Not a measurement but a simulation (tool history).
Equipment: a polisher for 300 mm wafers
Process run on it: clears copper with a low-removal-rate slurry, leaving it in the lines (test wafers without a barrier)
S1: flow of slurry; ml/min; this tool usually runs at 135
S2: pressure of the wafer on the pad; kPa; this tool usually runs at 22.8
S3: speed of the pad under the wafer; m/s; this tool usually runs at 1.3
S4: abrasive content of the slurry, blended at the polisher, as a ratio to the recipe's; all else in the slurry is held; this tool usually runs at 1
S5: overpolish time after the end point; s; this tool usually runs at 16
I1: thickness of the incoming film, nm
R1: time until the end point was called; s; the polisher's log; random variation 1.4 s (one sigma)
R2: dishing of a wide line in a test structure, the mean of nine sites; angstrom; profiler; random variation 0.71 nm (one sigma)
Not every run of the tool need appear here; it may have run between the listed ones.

run     day   S1    S2    S3    S4  S5     I1     R1   R2
  1       0  145  22.8   1.3     1  10  496.6   90.9  332
  2   2.388  145  22.8   1.3     1  10  489.6   91.8  340
  3   5.312  135  22.8   1.3     1  16  500.4   95.3  495
      7.262  -- worn pad replaced by a new one
  4   7.283  135  22.8   1.3     1  16  493.4   91.9  484
  5   9.867  135  22.8   1.3     1  16    494   89.4  476
  6  11.333  135  22.8   1.3     1  16  503.5   93.8  479
  7  14.312  135  22.8  1.54     1  16  484.8   79.1  534
     15.742  -- slurry blender recalibrated
  8  16.792  135  22.8  1.08     1  16  499.6    114  408
  9  19.442  135  22.8  1.08     1  16  501.5  118.5  404
     21.012  -- head pressure recalibrated
     21.054  -- worn pad replaced by a new one
 10  21.104  135  22.8  1.08     1  16  491.3  117.8  404
     25.975  -- slurry nozzle cleaned
 11   29.65  135  22.8   1.3   1.2  16  505.1   99.4  459
     29.946  -- slurry blender recalibrated, repeated, since the last time left the tool worse
 12  31.108  135  22.8   1.3     1  16  488.5   90.3  487
 13  32.338  165  15.9  1.68     1  16  489.7     98  454
 14  34.888  135  20.7   1.3     1  16  500.8  102.5  442
     35.542  -- worn pad replaced by a new one
 15  37.588  135  22.8   1.3     1  16  494.9   94.6  475
 16  40.404  135  22.8   1.3     1  16  493.7   93.7  484
 17  42.308  135  22.8  1.68     1  16  488.8   71.5  560
 18  43.483  110  29.6   1.3     1  16  494.8   77.2  566
     44.917  -- slurry blender recalibrated
 19  46.042  135  17.9  0.94     1  16  503.3  161.2  306
 20  48.762  170  30.3   1.3     1   9  496.7   66.1  410
 21  50.579  135  18.6   1.3     1  16  497.5  116.6  412
     50.742  -- slurry nozzle cleaned
     51.192  -- worn pad replaced by a new one
 22  52.779   95  22.8  1.68  0.75  16  489.2     78  527
 23  55.471  135  22.8  1.08     1  16  500.5  114.4  421
       56.4  -- head pressure recalibrated
 24  56.475  135  22.8   1.3     1  16    502   96.1  487
 25  58.962  135  29.6   1.3  1.15  19  490.5   70.4  667
     60.658  -- slurry blender recalibrated
 26  61.104  135  22.8   1.3     1  16  495.8   90.6  489
 27  66.292  150  22.8   1.3     1  24    493   88.1  646
     69.188  -- worn pad replaced by a new one
 28  69.208  135  22.8   1.3     1  16  491.8     90  482

Below, some changes in R1 between adjacent runs. For each, the amount present without the hidden state too (settings, incoming material, random variation) and the amount remaining for the hidden state with gauge scatter not shared by both compared results:
Unlogged tool condition in this case: removal rate lost through wear of the pad, %; slurry flow missing at the pad, %; deviation of the head's pressure from its setpoint, %; abrasive missing from the slurry, %.
Run 7 -> 8: S3 1.54 -> 1.08, slurry blender recalibrated. R1 +34.9 s: hidden state +3.4, all else +31.5.
Run 11 -> 12: S4 1.2 -> 1, slurry blender recalibrated, repeated, since the last time left the tool worse. R1 -9.1 s: hidden state -6.4, all else -2.7.
Run 18 -> 19: S1 110 -> 135, S2 29.6 -> 17.9, S3 1.3 -> 0.94, slurry blender recalibrated. R1 +84 s: hidden state -0.9, all else +84.9.
Run 19 -> 20: S1 135 -> 170, S2 17.9 -> 30.3, S3 0.94 -> 1.3, S5 16 -> 9. R1 -95.1 s: hidden state -0.3, all else -94.8.
